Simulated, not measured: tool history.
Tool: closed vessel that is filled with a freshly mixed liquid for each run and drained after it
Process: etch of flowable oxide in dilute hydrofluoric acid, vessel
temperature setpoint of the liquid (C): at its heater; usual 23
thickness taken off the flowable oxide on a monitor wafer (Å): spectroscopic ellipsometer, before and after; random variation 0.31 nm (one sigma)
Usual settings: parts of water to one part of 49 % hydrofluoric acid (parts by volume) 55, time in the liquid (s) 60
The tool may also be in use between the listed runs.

run   hour  temperature setpoint of the liquid (C)  parts of water to one part of 49 % hydrofluoric acid (parts by volume)  time in the liquid (s)  read-back film thickness of the flowable oxide reference wafer, read on the same gauge (nm)  thickness taken off the flowable oxide on a monitor wafer (Å)
  1      0                                      23                                                                      55                      40                                                                                           90                                                          331.1
  2   22.7                                      23                                                                      55                      40                                                                                        89.98                                                          334.8
  3   92.6                                      21                                                                      55                      60                                                                                        89.96                                                          458.2
  4    125                                      21                                                                      55                      60                                                                                        89.97                                                          450.6
  5  146.9                                      23                                                                      55                      60                                                                                        90.01                                                          498.5
  6  173.5                                      23                                                                      55                      60                                                                                        90.02                                                          495.8
  7  204.7                                      23                                                                      55                      60                                                                                        89.95                                                          498.9
  8  237.1                                    19.5                                                                      55                      60                                                                                        89.99                                                          426.5
  9  269.9                                    19.5                                                                      55                      60                                                                                        89.99                                                          423.1
     273.3  -- gauge calibrated
 10  299.8                                      23                                                                      55                      60                                                                                        90.04                                                          493.8
 11  323.4                                      23                                                                      55                      60                                                                                        89.98                                                          501.8
 12  337.5                                      23                                                                      55                      70                                                                                           90                                                            581
 13  359.3                                      23                                                                      55                      70                                                                                        89.97                                                          581.1
 14  377.8                                      23                                                                      55                      60                                                                                        90.05                                                          497.4
     394.9  -- hydrofluoric acid flow meter replaced
 15  465.9                                      23                                                                      55                      60                                                                                        90.03                                                          496.8
 16  496.2                                      23                                                                      55                      40                                                                                        89.98                                                          336.5
 17  517.4                                    24.5                                                                      55                      95                                                                                           90                                                          830.9
 18  547.3                                    19.5                                                                      35                      90                                                                                        89.97                                                         1033.9
     561.7  -- thermometer replaced
 19    563                                    24.5                                                                      85                      45                                                                                        89.96                                                            245
 20  633.3                                    21.5                                                                      80                      50                                                                                        89.99                                                          260.2
 21  653.4                                    26.5                                                                      30                      80                                                                                        89.99                                                         1446.3
 22  685.6                                      23                                                                      55                      60                                                                                        89.97                                                          497.1
 23  701.9                                      19                                                                      55                      85                                                                                        90.02                                                          594.1
 24  715.1                                      23                                                                      55                      60                                                                                        90.01                                                          499.4
 25  738.7                                      23                                                                      55                      40                                                                                        89.97                                                          327.7
 26  773.6                                      19                                                                      45                      60                                                                                        89.99                                                          514.6
 27  793.2                                      23                                                                      55                      85                                                                                        89.99                                                          699.1
 28  809.2                                    18.5                                                                      35                      95                                                                                        90.01                                                         1039.8
 29  836.6                                      23                                                                      55                      60                                                                                        89.98                                                          501.4
 30  864.9                                      23                                                                      55                      60                                                                                           90                                                          498.2

The tool's hidden state at each run:
liquid hotter than its thermometer reads (K): 0 in every run
hydrofluoric acid flow above the setpoint (%): 0 in every run
gauge reads high (%): 0 in every run
